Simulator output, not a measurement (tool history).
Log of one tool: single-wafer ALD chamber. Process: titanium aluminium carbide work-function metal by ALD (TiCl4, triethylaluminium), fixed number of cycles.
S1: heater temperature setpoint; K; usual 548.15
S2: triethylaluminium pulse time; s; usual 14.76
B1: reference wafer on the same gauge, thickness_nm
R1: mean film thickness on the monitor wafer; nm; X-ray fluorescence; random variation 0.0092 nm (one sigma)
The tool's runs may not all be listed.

run 1 hour=0 | S1=541.15 S2=14.76 | B1=2.019 | R1=1.765
run 2 hour=73.9 | S1=541.15 S2=14.76 | B1=2.017 | R1=1.761
-- hour=77.7 gauge calibrated
run 3 hour=108.6 | S1=541.15 S2=14.76 | B1=2.022 | R1=1.773
run 4 hour=142.9 | S1=548.15 S2=14.76 | B1=2.018 | R1=1.823
run 5 hour=173.4 | S1=548.15 S2=14.76 | B1=2.018 | R1=1.831
run 6 hour=190.5 | S1=548.15 S2=14.76 | B1=2.02 | R1=1.828
run 7 hour=203.5 | S1=548.15 S2=10.09 | B1=2.021 | R1=1.797
run 8 hour=220 | S1=548.15 S2=14.76 | B1=2.018 | R1=1.827
run 9 hour=243.8 | S1=561.15 S2=10.22 | B1=2.018 | R1=1.902
run 10 hour=279.7 | S1=563.15 S2=10.05 | B1=2.021 | R1=1.912
run 11 hour=308.2 | S1=561.15 S2=14.76 | B1=2.02 | R1=1.943
-- hour=330.7 showerhead replaced
run 12 hour=340.4 | S1=548.15 S2=14.76 | B1=2.021 | R1=1.827
run 13 hour=353.9 | S1=548.15 S2=14.76 | B1=2.018 | R1=1.835
run 14 hour=378.8 | S1=537.15 S2=18.21 | B1=2.019 | R1=1.737
run 15 hour=397.9 | S1=548.15 S2=14.76 | B1=2.019 | R1=1.823
run 16 hour=419.3 | S1=536.15 S2=12.82 | B1=2.021 | R1=1.708
-- hour=440.4 triethylaluminium bottle replaced
run 17 hour=450.8 | S1=548.15 S2=17.52 | B1=2.023 | R1=1.828
run 18 hour=480 | S1=536.15 S2=8.97 | B1=2.021 | R1=1.671
-- hour=492.9 thermocouple changed; heater temperature recalibrated
run 19 hour=504.8 | S1=558.15 S2=14.76 | B1=2.017 | R1=1.924
run 20 hour=538.8 | S1=552.15 S2=19.53 | B1=2.022 | R1=1.865
run 21 hour=567.4 | S1=553.15 S2=14.76 | B1=2.014 | R1=1.874
run 22 hour=600.6 | S1=534.15 S2=19.17 | B1=2.022 | R1=1.717
run 23 hour=634.5 | S1=534.15 S2=18.36 | B1=2.02 | R1=1.705
run 24 hour=695.4 | S1=548.15 S2=14.76 | B1=2.02 | R1=1.829
run 25 hour=720.7 | S1=548.15 S2=11.23 | B1=2.023 | R1=1.811
run 26 hour=740.6 | S1=553.15 S2=16.51 | B1=2.021 | R1=1.857
run 27 hour=774.6 | S1=548.15 S2=14.76 | B1=2.018 | R1=1.815
run 28 hour=788.4 | S1=559.15 S2=19.66 | B1=2.02 | R1=1.932
run 29 hour=809.6 | S1=548.15 S2=14.76 | B1=2.016 | R1=1.833
run 30 hour=835.3 | S1=548.15 S2=12.66 | B1=2.015 | R1=1.823
run 31 hour=851.8 | S1=536.15 S2=9.04 | B1=2.022 | R1=1.685
run 32 hour=874.6 | S1=559.15 S2=17.56 | B1=2.021 | R1=1.933

5 ways to go on from here, each from the tool as it stands after run 32. What would each give?
run A hour=875 | S1=552.15 S2=14.76 | B1=? | R1=?
run B hour=875 | S1=548.15 S2=18.29 | B1=? | R1=?
run C hour=875 | S1=537.15 S2=17.36 | B1=? | R1=?
run D hour=875 | S1=535.15 S2=9.91 | B1=? | R1=?
run E hour=875 | S1=541.15 S2=19.13 | B1=? | R1=?

run=A B1=2.017 R1=1.86
run=B B1=2.017 R1=1.833
run=C B1=2.017 R1=1.736
run=D B1=2.017 R1=1.678
run=E B1=2.017 R1=1.773
Without the tool's hidden state the same runs would have given:
run=A R1=1.86
run=B R1=1.833
run=C R1=1.736
run=D R1=1.678
run=E R1=1.773
